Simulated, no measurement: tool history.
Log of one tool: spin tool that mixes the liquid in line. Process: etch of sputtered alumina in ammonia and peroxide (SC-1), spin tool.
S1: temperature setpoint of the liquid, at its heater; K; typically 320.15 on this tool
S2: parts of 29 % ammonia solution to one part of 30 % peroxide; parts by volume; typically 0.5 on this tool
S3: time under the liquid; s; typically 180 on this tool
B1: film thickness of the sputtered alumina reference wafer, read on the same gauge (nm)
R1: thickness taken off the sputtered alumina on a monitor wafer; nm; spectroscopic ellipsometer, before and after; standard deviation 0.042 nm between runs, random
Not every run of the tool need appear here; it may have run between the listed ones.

| run | day | S1 | S2 | S3 | B1 | R1 |
|---|---|---|---|---|---|---|
| 1 | 0 | 320.15 | 0.5 | 180 | 60.01 | 8.11 |
|  | 2.571 | new drum of ammonia solution connected |
| 2 | 3.283 | 320.15 | 0.5 | 180 | 59.99 | 8.1 |
| 3 | 6.971 | 320.15 | 0.5 | 180 | 60 | 8.1 |
| 4 | 10.25 | 320.15 | 0.5 | 180 | 59.98 | 8.19 |
|  | 10.454 | heated supply line repaired |
| 5 | 14.425 | 326.15 | 0.5 | 135 | 60.02 | 8.59 |
|  | 14.729 | ammonia flow meter replaced |
| 6 | 16.404 | 326.15 | 0.5 | 135 | 60 | 8.38 |
| 7 | 18.304 | 320.15 | 0.5 | 180 | 59.99 | 8.13 |
|  | 20.95 | thermometer replaced |
| 8 | 22.742 | 320.15 | 0.5 | 180 | 59.98 | 8.06 |
|  | 23.304 | gauge calibrated |
| 9 | 26.079 | 320.15 | 0.5 | 150 | 59.98 | 6.74 |
| 10 | 29.904 | 320.15 | 0.5 | 150 | 60 | 6.78 |
| 11 | 34.146 | 320.15 | 0.5 | 180 | 60 | 8.15 |
|  | 37.938 | new drum of ammonia solution connected |
| 12 | 45.833 | 320.15 | 0.25 | 120 | 60.01 | 5.04 |
| 13 | 48.833 | 320.15 | 0.5 | 85 | 60 | 3.88 |
| 14 | 52.142 | 323.15 | 0.7 | 180 | 60 | 9.89 |
| 15 | 54.821 | 315.65 | 0.5 | 210 | 60.01 | 7.3 |
| 16 | 58.754 | 320.15 | 0.5 | 180 | 59.99 | 8.16 |
| 17 | 60.275 | 323.15 | 0.5 | 180 | 60.01 | 9.6 |
| 18 | 62.862 | 327.15 | 0.4 | 260 | 59.98 | 16.87 |
| 19 | 64.7 | 320.15 | 0.5 | 180 | 60 | 8.16 |
| 20 | 66.975 | 323.15 | 0.7 | 180 | 60.02 | 9.93 |
| 21 | 70.075 | 320.15 | 0.5 | 180 | 60 | 8.13 |
|  | 75.733 | new drum of ammonia solution connected |
| 22 | 79.096 | 320.15 | 0.7 | 110 | 60 | 5.11 |
|  | 80.033 | thermometer replaced |
| 23 | 81.042 | 315.15 | 0.3 | 85 | 60.01 | 2.71 |
| 24 | 84.925 | 316.15 | 0.6 | 180 | 59.99 | 6.55 |

Consider 4 possible next runs. They are alternatives, not a sequence: every one starts from the tool as it was left by run 24. What does each give?
| A | 84.946 | 320.15 | 0.5 | 180 | ? | ? |
| B | 84.946 | 320.15 | 0.3 | 85 | ? | ? |
| C | 84.946 | 328.65 | 0.35 | 180 | ? | ? |
| D | 84.946 | 320.15 | 0.7 | 180 | ? | ? |

| run | B1 | R1 |
|---|---|---|
| A | 60 | 8.13 |
| B | 60 | 3.66 |
| C | 60 | 12.5 |
| D | 60 | 8.4 |
The same runs, with their run-to-run variation unchanged, on a tool lacking any hidden condition would have given:
| run | R1 |
|---|---|
| A | 8.13 |
| B | 3.66 |
| C | 12.5 |
| D | 8.4 |
